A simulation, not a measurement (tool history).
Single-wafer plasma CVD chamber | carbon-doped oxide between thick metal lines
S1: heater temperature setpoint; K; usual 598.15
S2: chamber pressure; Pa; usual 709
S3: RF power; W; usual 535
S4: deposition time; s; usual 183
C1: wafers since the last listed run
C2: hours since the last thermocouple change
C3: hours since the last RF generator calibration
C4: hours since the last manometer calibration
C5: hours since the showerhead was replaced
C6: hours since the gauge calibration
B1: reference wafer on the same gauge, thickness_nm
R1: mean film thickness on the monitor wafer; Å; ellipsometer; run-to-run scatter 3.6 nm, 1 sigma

run	hour	S1	S2	S3	S4	C1	C2	C3	C4	C5	C6	B1	R1
1	0.0	598.15	709	535	183	0	999.8	967.9	1087.0	4837.3	664.8	909.388	10800.53
2	25.5	598.15	709	535	183	250	1025.3	993.4	1112.5	4862.8	690.3	910.234	10874.71
3	59.8	598.15	709	535	183	337	1059.6	1027.7	1146.8	4897.1	724.6	909.919	10854.68
4	75.1	598.15	709	535	183	150	1074.9	1043.0	1162.1	4912.4	739.9	909.957	10862.34
# hour 94.9: showerhead replaced
5	107.3	598.15	709	535	183	237	1107.1	1075.2	1194.3	12.4	772.1	910.177	10789.95
6	141.1	598.15	709	535	183	332	1140.9	1109.0	1228.1	46.2	805.9	909.505	10812.96
7	161.2	598.15	709	535	183	197	1161.0	1129.1	1248.2	66.3	826.0	910.465	10814.58
8	179.7	598.15	709	535	183	181	1179.5	1147.6	1266.7	84.8	844.5	909.816	10848.93
# hour 200.3: gauge calibrated
9	201.8	598.15	709	535	183	217	1201.6	1169.7	1288.8	106.9	1.5	910.344	10794.03
10	234.8	590.15	543	535	183	324	1234.6	1202.7	1321.8	139.9	34.5	910.956	10562.78
# hour 246.6: capacitance manometer re-zeroed and calibrated
11	258.3	609.15	709	535	193	152	1258.1	1226.2	11.7	163.4	58.0	909.785	10956.20
12	291.2	592.15	855	460	218	323	1291.0	1259.1	44.6	196.3	90.9	910.599	12071.32
13	305.9	610.15	709	535	183	144	1305.7	1273.8	59.3	211.0	105.6	909.302	10323.87
# hour 334.7: thermocouple changed; heater temperature recalibrated
14	335.2	587.15	709	630	183	209	0.5	1303.1	88.6	240.3	134.9	909.596	12384.61
15	356.5	592.15	629	535	160	209	21.8	1324.4	109.9	261.6	156.2	910.308	9258.08
16	388.3	593.15	624	460	217	312	53.6	1356.2	141.7	293.4	188.0	909.774	11247.67
17	412.6	607.15	789	570	183	238	77.9	1380.5	166.0	317.7	212.3	910.010	10989.29
18	444.1	598.15	709	580	195	309	109.4	1412.0	197.5	349.2	243.8	909.658	12017.93
19	464.9	598.15	709	535	183	204	130.2	1432.8	218.3	370.0	264.6	910.544	10590.78
# hour 493.6: RF generator calibrated
20	494.1	598.15	709	535	183	208	159.4	0.5	247.5	399.2	293.8	910.293	10675.95
21	509.0	606.15	807	445	183	146	174.3	15.4	262.4	414.1	308.7	909.901	9265.15
22	531.7	598.15	709	535	183	223	197.0	38.1	285.1	436.8	331.4	909.468	10607.55
# hour 554.0: thermocouple changed; heater temperature recalibrated, repeated, since the last time left the tool worse
23	554.5	598.15	709	535	183	145	0.5	60.9	307.9	459.6	354.2	908.929	10896.00
24	582.4	604.15	709	635	183	274	28.4	88.8	335.8	487.5	382.1	910.551	12002.66
25	611.2	598.15	709	455	183	283	57.2	117.6	364.6	516.3	410.9	909.174	9810.53
26	623.6	598.15	709	535	183	121	69.6	130.0	377.0	528.7	423.3	910.390	10996.46
27	714.3	583.15	831	435	183	891	160.3	220.7	467.7	619.4	514.0	910.544	10162.04
28	730.0	598.15	709	535	183	154	176.0	236.4	483.4	635.1	529.7	909.343	10913.57

Run by run, hidden condition taken away, random variation retained:
Unlogged tool condition in this case: wafer temperature above the value expected at the setpoint (K); delivered RF power above the setpoint (%); true pressure above the setpoint (%); gauge reads high (%).
run	R1
1	10895.45
2	10974.50
3	10960.13
4	10970.52
5	10903.10
6	10932.53
7	10937.92
8	10976.19
9	10924.91
10	10715.10
11	11081.66
12	12249.24
13	10447.07
14	12793.87
15	9540.34
16	11585.11
17	11268.74
18	12359.07
19	10891.78
20	10980.00
21	9505.26
22	10910.64
23	10905.24
24	12012.00
25	9819.10
26	11006.19
27	10174.35
28	10925.37
